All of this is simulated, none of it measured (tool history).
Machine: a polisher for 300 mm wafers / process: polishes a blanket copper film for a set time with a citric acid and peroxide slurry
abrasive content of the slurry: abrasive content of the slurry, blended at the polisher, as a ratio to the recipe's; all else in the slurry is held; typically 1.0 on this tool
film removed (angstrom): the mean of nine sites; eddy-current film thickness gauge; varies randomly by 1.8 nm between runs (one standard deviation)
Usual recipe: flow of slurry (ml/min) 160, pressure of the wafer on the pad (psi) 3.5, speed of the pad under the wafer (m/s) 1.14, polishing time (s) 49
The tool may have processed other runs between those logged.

run   hour  flow of slurry (ml/min)  pressure of the wafer on the pad (psi)  speed of the pad under the wafer (m/s)  abrasive content of the slurry  polishing time (s)  wafers since the last listed run  wafers polished on this pad  hours since the slurry nozzle was cleaned  hours since the head pressure was calibrated  hours since the slurry blender was calibrated  incoming thickness of the incoming film, nm  film removed (angstrom)
  1    0.0                      160                                     3.5                                    1.14                             1.0                  62                                 0                         2177                                      285.7                                          38.8                                          184.0                                       1026.1                     1867
  2   28.3                      160                                     3.5                                    1.14                             1.0                  49                               395                         2573                                      314.0                                          67.1                                          212.3                                       1041.0                     1459
      92.9  -- worn pad replaced by a new one
  3  152.6                      160                                     3.5                                    1.14                             1.0                  49                              1682                          835                                      438.3                                         191.4                                          336.6                                       1054.3                     1402
     182.1  -- slurry blender recalibrated
  4  188.4                      160                                     3.5                                    1.14                             1.0                  49                               472                         1307                                      474.1                                         227.2                                            6.3                                       1059.3                     1455
  5  260.0                      160                                     3.5                                    1.14                             1.0                  49                              1001                         2309                                      545.7                                         298.8                                           77.9                                       1023.7                     1430
  6  326.6                      160                                     3.5                                    1.14                             1.0                  49                               931                         3241                                      612.3                                         365.4                                          144.5                                       1048.3                     1424
     337.4  -- slurry nozzle cleaned
     340.9  -- worn pad replaced by a new one
  7  352.0                      160                                     3.5                                    1.14                             1.0                  49                               291                          155                                       14.6                                         390.8                                          169.9                                       1044.2                     1567
  8  390.6                      160                                     3.5                                    1.14                             1.0                  49                               539                          695                                       53.2                                         429.4                                          208.5                                       1049.3                     1501
  9  421.1                      160                                     3.7                                    1.14                             1.0                  49                               426                         1121                                       83.7                                         459.9                                          239.0                                       1052.8                     1602
 10  480.3                      160                                     3.7                                    1.14                             1.0                  49                               828                         1949                                      142.9                                         519.1                                          298.2                                       1053.7                     1566
 11  539.6                      160                                     3.7                                    1.14                             1.0                  49                               829                         2779                                      202.2                                         578.4                                          357.5                                       1026.7                     1511
     545.1  -- worn pad replaced by a new one
     553.5  -- slurry blender recalibrated
 12  589.4                      160                                     3.5                                    1.14                             1.0                  49                               612                          591                                      252.0                                         628.2                                           35.9                                       1038.4                     1460
 13  633.5                      160                                     3.5                                    1.44                             0.8                  49                               616                         1207                                      296.1                                         672.3                                           80.0                                       1054.2                     1716
     689.6  -- head pressure recalibrated
 14  690.1                      160                                     3.5                                    1.14                             1.0                  56                               763                         1971                                      352.7                                           0.5                                          136.6                                       1031.6                     1614
 15  737.7                      160                                     3.9                                    1.52                             1.0                  49                               665                         2637                                      400.3                                          48.1                                          184.2                                       1041.1                     2125
     773.1  -- worn pad replaced by a new one
 16  777.5                      160                                     3.5                                    1.14                             0.8                  49                               500                           61                                      440.1                                          87.9                                          224.0                                       1041.2                     1361
 17  805.4                      120                                     2.3                                    1.32                             1.0                  35                               390                          451                                      468.0                                         115.8                                          251.9                                       1043.0                      742
 18  870.2                      195                                     3.5                                    1.30                             1.2                  49                               906                         1358                                      532.8                                         180.6                                          316.7                                       1020.8                     1790
 19  901.3                      160                                     3.5                                    1.52                             1.1                  57                               435                         1793                                      563.9                                         211.7                                          347.8                                       1031.0                     2260
 20  929.0                      160                                     4.7                                    1.14                             1.2                  40                               387                         2180                                      591.6                                         239.4                                          375.5                                       1044.1                     1660

What does the tool deliver on the next run?
     932.4  -- slurry nozzle cleaned
 21  965.0                      160                                     3.5                                    1.14                             1.0                  49                               489                         2670                                       32.6                                         275.4                                          411.5                                       1046.1                        ?

film removed (angstrom): 1492
Minus the tool's unlogged condition, the same run would have read film removed (angstrom) 1517.
